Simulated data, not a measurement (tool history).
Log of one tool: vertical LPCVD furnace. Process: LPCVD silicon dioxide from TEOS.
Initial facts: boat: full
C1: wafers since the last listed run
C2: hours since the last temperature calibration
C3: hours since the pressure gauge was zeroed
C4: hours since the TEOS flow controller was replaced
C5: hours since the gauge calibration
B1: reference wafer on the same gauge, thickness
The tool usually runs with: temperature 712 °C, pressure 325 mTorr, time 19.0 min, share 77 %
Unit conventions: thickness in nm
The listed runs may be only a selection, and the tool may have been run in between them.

Run 1, hour 0.0: usual settings but pressure 380 mTorr; C1 0; C2 1617.2; C3 5088.8; C4 7253.8; C5 108.5; B1 217.68. Result: thickness 220.68 nm.
Run 2, hour 6.2: usual settings; C1 110; C2 1623.4; C3 5095.0; C4 7260.0; C5 114.7; B1 218.33. Result: thickness 204.36 nm.
Run 3, hour 23.7: usual settings; C1 312; C2 1640.9; C3 5112.5; C4 7277.5; C5 132.2; B1 217.73. Result: thickness 202.19 nm.
Run 4, hour 30.5: usual settings; C1 121; C2 1647.7; C3 5119.3; C4 7284.3; C5 139.0; B1 218.04. Result: thickness 203.42 nm.
Run 5, hour 46.4: usual settings; C1 283; C2 1663.6; C3 5135.2; C4 7300.2; C5 154.9; B1 218.12. Result: thickness 203.38 nm.
Run 6, hour 60.4: usual settings but pressure 345 mTorr, share 84 %; C1 249; C2 1677.6; C3 5149.2; C4 7314.2; C5 168.9; B1 217.07. Result: thickness 219.04 nm.
Run 7, hour 74.7: usual settings but pressure 345 mTorr, share 84 %; C1 255; C2 1691.9; C3 5163.5; C4 7328.5; C5 183.2; B1 217.87. Result: thickness 218.53 nm.
Run 8, hour 83.7: usual settings but pressure 345 mTorr, share 84 %; C1 160; C2 1700.9; C3 5172.5; C4 7337.5; C5 192.2; B1 218.14. Result: thickness 218.92 nm.
Run 9, hour 98.0: usual settings but share 69 %; C1 255; C2 1715.2; C3 5186.8; C4 7351.8; C5 206.5; B1 217.50. Result: thickness 192.44 nm.
Run 10, hour 110.0: usual settings but share 69 %; C1 214; C2 1727.2; C3 5198.8; C4 7363.8; C5 218.5; B1 218.12. Result: thickness 190.04 nm.
Run 11, hour 124.8: usual settings but share 69 %; C1 264; C2 1742.0; C3 5213.6; C4 7378.6; C5 233.3; B1 217.63. Result: thickness 193.29 nm.
Run 12, hour 139.4: usual settings; C1 260; C2 1756.6; C3 5228.2; C4 7393.2; C5 247.9; B1 218.40. Result: thickness 202.70 nm.
Run 13, hour 152.8: usual settings; C1 239; C2 1770.0; C3 5241.6; C4 7406.6; C5 261.3; B1 218.63. Result: thickness 203.90 nm.
Run 14, hour 164.4: usual settings but time 17.0 min; C1 207; C2 1781.6; C3 5253.2; C4 7418.2; C5 272.9; B1 218.52. Result: thickness 180.61 nm.
Run 15, hour 181.8: usual settings but temperature 722 °C, pressure 385 mTorr, time 21.0 min, share 70 %; C1 310; C2 1799.0; C3 5270.6; C4 7435.6; C5 290.3; B1 218.64. Result: thickness 292.85 nm.
At hour 206.1: thermocouples replaced and temperature profile calibrated.
At hour 216.0: TEOS flow controller replaced.
At hour 228.0: pressure gauge zeroed.
Run 16, hour 228.5: usual settings but temperature 716 °C, pressure 365 mTorr, time 24.5 min, share 83 %; C1 14; C2 22.4; C3 0.5; C4 12.5; C5 337.0; B1 217.72. Result: thickness 318.10 nm.
Run 17, hour 232.7: usual settings but temperature 704 °C, share 63 %; C1 74; C2 26.6; C3 4.7; C4 16.7; C5 341.2; B1 217.71. Result: thickness 153.82 nm.
At hour 234.2: gauge calibrated.
Run 18, hour 237.0: usual settings but share 88 %; C1 76; C2 30.9; C3 9.0; C4 21.0; C5 2.8; B1 218.06. Result: thickness 217.26 nm.

Forecast run 19:
Run 19, hour 241.3: usual settings but temperature 717 °C, pressure 375 mTorr, time 15.0 min, share 66 %; C1 76; C2 35.2; C3 13.3; C4 25.3; C5 7.1; B1 ?. Result: thickness ?.

Logged for run 19: B1 218.09, thickness 179.71 nm.
Without the tool's hidden state the same run would have given thickness 179.71 nm.
